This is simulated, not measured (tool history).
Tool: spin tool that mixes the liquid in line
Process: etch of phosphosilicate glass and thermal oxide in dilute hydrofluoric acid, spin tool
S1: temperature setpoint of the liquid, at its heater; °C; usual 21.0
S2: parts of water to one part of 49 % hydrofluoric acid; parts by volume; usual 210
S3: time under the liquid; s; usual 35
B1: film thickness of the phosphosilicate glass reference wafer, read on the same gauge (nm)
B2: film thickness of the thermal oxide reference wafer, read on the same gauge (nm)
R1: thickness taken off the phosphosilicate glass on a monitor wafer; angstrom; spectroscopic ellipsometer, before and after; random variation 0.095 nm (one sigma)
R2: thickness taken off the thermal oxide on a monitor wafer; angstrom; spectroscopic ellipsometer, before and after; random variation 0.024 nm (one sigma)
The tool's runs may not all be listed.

run    hour    S1   S2  S3     B1      B2     R1     R2
  1     0.0  20.0  210  35  95.74  76.578  117.1   5.45
  2    53.9  21.0  210  35  95.67  76.543  122.7   6.05
  3   100.0  21.0  210  35  95.63  76.489  121.8   6.29
      151.2  -- gauge calibrated
  4   165.1  21.0  210  35  99.77  79.761  126.1   6.75
  5   221.3  21.0  210  35  99.16  79.273  125.5   6.21
      257.0  -- thermometer replaced
  6   328.9  25.5  210  50  98.17  78.500  209.6  11.19
  7   385.7  21.0  155  35  97.76  78.181  177.2   9.10
  8   411.4  21.0  210  55  97.60  78.081  196.0   9.65
  9   446.0  18.0  155  35  97.41  77.894  155.8   8.36
 10   509.6  25.5  300  50  97.10  77.637  134.6   7.06
 11   550.7  21.0  210  35  96.90  77.542  124.5   6.22
 12   616.7  21.0  210  35  96.72  77.331  123.6   5.96
 13   749.5  23.0  135  45  96.34  77.052  290.5  14.11
 14   816.9  21.0  210  35  96.18  76.913  122.0   6.16
      876.0  -- hydrofluoric acid flow meter replaced
 15   888.1  19.5  210  35  96.06  76.858  115.0   6.16
 16   933.3  21.0  210  35  95.97  76.769  123.1   6.30
 17   983.7  21.0  155  35  95.89  76.758  173.4   8.92
 18  1028.3  21.0  285  15  95.88  76.673   36.0   1.78
 19  1073.9  23.5  210  40  95.81  76.659  154.0   7.84
 20  1115.7  22.5  285  45  95.76  76.660  112.7   5.83
 21  1153.8  25.5  210  35  95.75  76.626  145.1   7.17
 22  1220.2  17.0  210  35  95.71  76.623  103.6   5.07
 23  1245.8  24.5  210  35  95.71  76.558  140.1   6.48
 24  1280.4  18.0  210  25  95.67  76.554   77.9   3.81
 25  1340.1  21.0  210  35  95.69  76.509  119.6   6.19

What if the next run were any one of these 4? Each begins from the tool's condition after run 25:
  A  1340.5  21.0  305  35   ?   ?   ?   ?
  B  1340.5  19.0  275  35   ?   ?   ?   ?
  C  1340.5  21.0  285  55   ?   ?   ?   ?
  D  1340.5  21.0  210  45   ?   ?   ?   ?

run     B1      B2     R1    R2
  A  95.67  76.517   76.6  3.72
  B  95.67  76.517   81.1  3.94
  C  95.67  76.517  131.1  6.37
  D  95.67  76.517  156.4  7.60
Without the tool's unlogged condition, the same runs would have read:
run     R1    R2
  A   80.0  3.89
  B   84.7  4.12
  C  137.1  6.66
  D  163.5  7.94
